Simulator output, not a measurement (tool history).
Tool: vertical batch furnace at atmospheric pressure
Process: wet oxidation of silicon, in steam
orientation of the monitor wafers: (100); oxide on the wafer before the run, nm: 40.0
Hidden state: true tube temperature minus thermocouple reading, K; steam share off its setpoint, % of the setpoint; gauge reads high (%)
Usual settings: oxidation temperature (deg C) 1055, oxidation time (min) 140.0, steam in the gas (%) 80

run,hour,oxidation temperature (deg C),oxidation time (min),steam in the gas (%),wafers since the last listed run,hours since the last temperature calibration,hours since the steam generator was serviced,hours since the gauge calibration,"read-back reference wafer on the same gauge, thickness",oxide thickness on the monitor wafer (Å)
1,0.0,1072,194.5,80,0,965.7,2012.1,461.5,745.25,9651.6
2,84.0,1072,194.5,80,888,1049.7,2096.1,545.5,744.64,9720.9
3,156.2,1072,194.5,80,763,1121.9,2168.3,617.7,744.83,9579.8
4,371.6,1036,161.0,80,2278,1337.3,2383.7,833.1,744.30,7401.8
5,472.9,1036,161.0,80,1071,1438.6,2485.0,934.4,747.02,7401.2
6,568.2,1045,186.0,80,1008,1533.9,2580.3,1029.7,744.35,8415.0
7,614.9,1045,186.0,80,493,1580.6,2627.0,1076.4,745.63,8284.8
8,702.6,1055,140.0,76,927,1668.3,2714.7,1164.1,746.03,7234.8
9,782.4,1055,140.0,76,844,1748.1,2794.5,1243.9,747.02,7135.5
10,832.4,1055,140.0,76,528,1798.1,2844.5,1293.9,744.25,7148.1
11,898.6,1055,140.0,80,700,1864.3,2910.7,1360.1,744.84,7384.1
12,973.1,1055,140.0,80,788,1938.8,2985.2,1434.6,744.63,7359.7
13,1021.5,1055,140.0,80,511,1987.2,3033.6,1483.0,746.03,7387.4
14,1104.2,1055,140.0,80,874,2069.9,3116.3,1565.7,744.77,7336.1
15,1194.1,1055,140.0,80,950,2159.8,3206.2,1655.6,746.01,7322.5
16,1292.9,1055,140.0,80,1045,2258.6,3305.0,1754.4,745.46,7377.5
17,1372.0,1055,168.0,84,836,2337.7,3384.1,1833.5,746.32,8363.3
# hour 1484.1: steam generator serviced
18,1494.9,1055,168.0,84,1046,2460.6,10.8,1956.4,743.85,8752.3
19,1578.4,1044,140.0,72,883,2544.1,94.3,2039.9,744.70,6872.7
20,1633.0,1055,140.0,85,577,2598.7,148.9,2094.5,744.19,7898.2
21,1734.8,1055,140.0,80,1076,2700.5,250.7,2196.3,745.07,7620.8
22,1827.0,1055,140.0,80,975,2792.7,342.9,2288.5,744.84,7689.9
23,1900.2,1073,175.0,76,774,2865.9,416.1,2361.7,744.88,9091.7
24,1957.0,1065,140.0,80,600,2922.7,472.9,2418.5,743.93,8010.4
25,2028.2,1066,140.0,69,753,2993.9,544.1,2489.7,744.02,7447.1
# hour 2086.9: thermocouples replaced and temperature profile calibrated
26,2087.4,1055,190.0,86,372,0.5,603.3,2548.9,744.51,9533.8
27,2164.5,1055,140.0,80,815,77.6,680.4,2626.0,744.98,7672.9
# hour 2237.6: gauge calibrated
28,2270.7,1055,140.0,77,1123,183.8,786.6,33.1,744.39,7508.5
29,2356.9,1055,174.0,85,911,270.0,872.8,119.3,745.40,8991.1
30,2457.2,1042,140.0,80,1060,370.3,973.1,219.6,744.34,7248.8
31,2524.0,1032,140.0,80,706,437.1,1039.9,286.4,744.63,6929.3
32,2560.2,1080,117.0,80,382,473.3,1076.1,322.6,747.01,7686.7
33,2613.5,1055,140.0,70,563,526.6,1129.4,375.9,745.68,7094.6
34,2678.3,1043,91.0,92,685,591.4,1194.2,440.7,744.96,6153.3
35,2747.8,1055,140.0,80,735,660.9,1263.7,510.2,744.05,7663.0
36,2852.2,1055,140.0,80,1104,765.3,1368.1,614.6,743.27,7652.8

5 ways to go on from here, each from the tool as it stands after run 36. What would each give?
A,2858.4,1055,140.0,80,65,771.5,1374.3,620.8,?,?
B,2858.4,1076,167.0,84,65,771.5,1374.3,620.8,?,?
C,2858.4,1076,140.0,84,65,771.5,1374.3,620.8,?,?
D,2858.4,1066,162.5,73,65,771.5,1374.3,620.8,?,?
E,2858.4,1063,76.0,80,65,771.5,1374.3,620.8,?,?

run,"read-back reference wafer on the same gauge, thickness",oxide thickness on the monitor wafer (Å)
A,745.68,7729.6
B,745.68,9519.0
C,745.68,8643.8
D,745.68,8353.8
E,745.68,5656.0
Without the tool's hidden state the same runs would have given:
run,oxide thickness on the monitor wafer (Å)
A,7804.6
B,9608.3
C,8725.4
D,8433.5
E,5711.9

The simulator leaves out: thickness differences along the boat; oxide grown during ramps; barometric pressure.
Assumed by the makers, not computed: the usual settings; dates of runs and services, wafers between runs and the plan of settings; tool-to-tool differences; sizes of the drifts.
